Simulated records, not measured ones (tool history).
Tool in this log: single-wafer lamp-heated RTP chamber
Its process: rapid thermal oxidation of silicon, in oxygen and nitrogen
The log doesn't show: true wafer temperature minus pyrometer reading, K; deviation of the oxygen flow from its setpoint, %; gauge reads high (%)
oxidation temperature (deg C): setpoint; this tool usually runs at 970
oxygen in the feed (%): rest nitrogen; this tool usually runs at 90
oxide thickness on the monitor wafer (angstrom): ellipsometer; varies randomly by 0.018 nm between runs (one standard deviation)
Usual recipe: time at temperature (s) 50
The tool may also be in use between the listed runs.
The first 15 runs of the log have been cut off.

| run | hour | oxidation temperature (deg C) | time at temperature (s) | oxygen in the feed (%) | wafers since the last listed run | wafers since the last pyrometer calibration | hours since the oxygen flow controller was replaced | hours since the gauge calibration | read-back reference wafer on the same gauge, thickness | oxide thickness on the monitor wafer (angstrom) |
|---|---|---|---|---|---|---|---|---|---|---|
| 16 | 440.6 | 970 | 38 | 90 | 224 | 1558 | 95.1 | 524.5 | 3.752 | 39.49 |
| 17 | 454.6 | 970 | 50 | 90 | 168 | 1727 | 109.1 | 538.5 | 3.745 | 44.17 |
| 18 | 468.9 | 970 | 50 | 90 | 172 | 1899 | 123.4 | 552.8 | 3.756 | 44.13 |
| 19 | 501.6 | 951 | 29 | 80 | 394 | 2294 | 156.1 | 585.5 | 3.754 | 31.08 |
| 20 | 530.1 | 970 | 50 | 90 | 343 | 2638 | 184.6 | 614.0 | 3.743 | 44.57 |
| 21 | 546.2 | 997 | 58 | 67 | 194 | 2832 | 200.7 | 630.1 | 3.755 | 52.24 |
|  | 578.7 | gauge calibrated |
| 22 | 615.0 | 993 | 65 | 90 | 830 | 3662 | 269.5 | 36.3 | 3.751 | 59.23 |
| 23 | 632.1 | 970 | 50 | 98 | 206 | 3869 | 286.6 | 53.4 | 3.750 | 45.77 |
| 24 | 659.2 | 970 | 31 | 98 | 327 | 4196 | 313.7 | 80.5 | 3.753 | 37.74 |
| 25 | 673.0 | 953 | 28 | 68 | 166 | 4362 | 327.5 | 94.3 | 3.750 | 30.18 |
| 26 | 708.2 | 993 | 62 | 90 | 424 | 4787 | 362.7 | 129.5 | 3.753 | 58.26 |

Predict the results of run 27:
| 27 | 743.5 | 970 | 50 | 90 | 425 | 5213 | 398.0 | 164.8 | ? | ? |

Run 27 gave read-back reference wafer on the same gauge, thickness 3.741, oxide thickness on the monitor wafer (angstrom) 45.14.
On a tool with no hidden condition, and with the same random variation, this run would have come out at oxide thickness on the monitor wafer (angstrom) 43.56.
